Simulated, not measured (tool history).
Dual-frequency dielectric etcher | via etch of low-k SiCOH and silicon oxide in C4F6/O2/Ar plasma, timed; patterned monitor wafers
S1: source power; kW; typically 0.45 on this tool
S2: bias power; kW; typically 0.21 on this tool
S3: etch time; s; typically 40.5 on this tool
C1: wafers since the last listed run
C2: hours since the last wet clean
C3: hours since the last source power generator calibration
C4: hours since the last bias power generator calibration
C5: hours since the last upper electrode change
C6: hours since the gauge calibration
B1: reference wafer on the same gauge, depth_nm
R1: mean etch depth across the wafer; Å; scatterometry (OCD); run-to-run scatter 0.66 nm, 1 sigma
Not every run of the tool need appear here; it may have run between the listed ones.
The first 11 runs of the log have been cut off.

Run 12, day 10.383: usual settings; C1 137; C2 249.7; C3 2807.2; C4 2498.1; C5 2229.8; C6 809.5; B1 94.1. Result: R1 1162 Å.
Run 13, day 11.679: usual settings but S3 32.5 s; C1 256; C2 280.8; C3 2838.3; C4 2529.2; C5 2260.9; C6 840.6; B1 94. Result: R1 933 Å.
Run 14, day 12.308: usual settings but S1 0.51 kW; C1 124; C2 295.9; C3 2853.4; C4 2544.3; C5 2276; C6 855.7; B1 93.9. Result: R1 1227 Å.
Run 15, day 13.621: usual settings but S1 0.37 kW, S2 0.189 kW, S3 47 s; C1 260; C2 327.4; C3 2884.9; C4 2575.8; C5 2307.5; C6 887.2; B1 94. Result: R1 1220 Å.
Run 16, day 14.825: usual settings; C1 238; C2 356.3; C3 2913.8; C4 2604.7; C5 2336.4; C6 916.1; B1 94. Result: R1 1174 Å.
Run 17, day 15.521: usual settings but S1 0.55 kW, S2 0.179 kW; C1 137; C2 373; C3 2930.5; C4 2621.4; C5 2353.1; C6 932.8; B1 93.9. Result: R1 1181 Å.
Run 18, day 16.592: usual settings but S1 0.34 kW, S2 0.165 kW; C1 212; C2 398.7; C3 2956.2; C4 2647.1; C5 2378.8; C6 958.5; B1 94. Result: R1 982 Å.
Run 19, day 17.808: usual settings but S1 0.5 kW, S2 0.251 kW; C1 241; C2 427.9; C3 2985.4; C4 2676.3; C5 2408; C6 987.7; B1 94. Result: R1 1294 Å.
At day 19.108: gauge calibrated.
At day 19.346: bias power generator calibrated.
At day 19.579: upper electrode replaced.
Run 20, day 19.6: usual settings; C1 275; C2 470.9; C3 3028.4; C4 6.1; C5 0.5; C6 11.8; B1 94. Result: R1 1197 Å.
At day 19.838: source power generator calibrated.
Run 21, day 20.425: usual settings; C1 130; C2 490.7; C3 14.1; C4 25.9; C5 20.3; C6 31.6; B1 93.9. Result: R1 1188 Å.
At day 22.346: wet clean of the chamber.
Run 22, day 22.367: usual settings but S1 0.48 kW, S2 0.189 kW; C1 186; C2 0.5; C3 60.7; C4 72.5; C5 66.9; C6 78.2; B1 94.1. Result: R1 1106 Å.
Run 23, day 22.379: usual settings but S1 0.54 kW, S2 0.237 kW, S3 43.5 s; C1 2; C2 0.8; C3 61; C4 72.8; C5 67.2; C6 78.5; B1 94.1. Result: R1 1330 Å.

The next listed run, before its measurement:
Run 24, day 23.371: usual settings but S1 0.5 kW, S2 0.195 kW, S3 51 s; C1 196; C2 24.6; C3 84.8; C4 96.6; C5 91; C6 102.3; B1 ?. Result: R1 ?.

Run 24 produced B1 94.1, R1 1428 Å.
Take away the tool's hidden state, keep the run-to-run variation as it was, and the same run would have given R1 1436 Å.
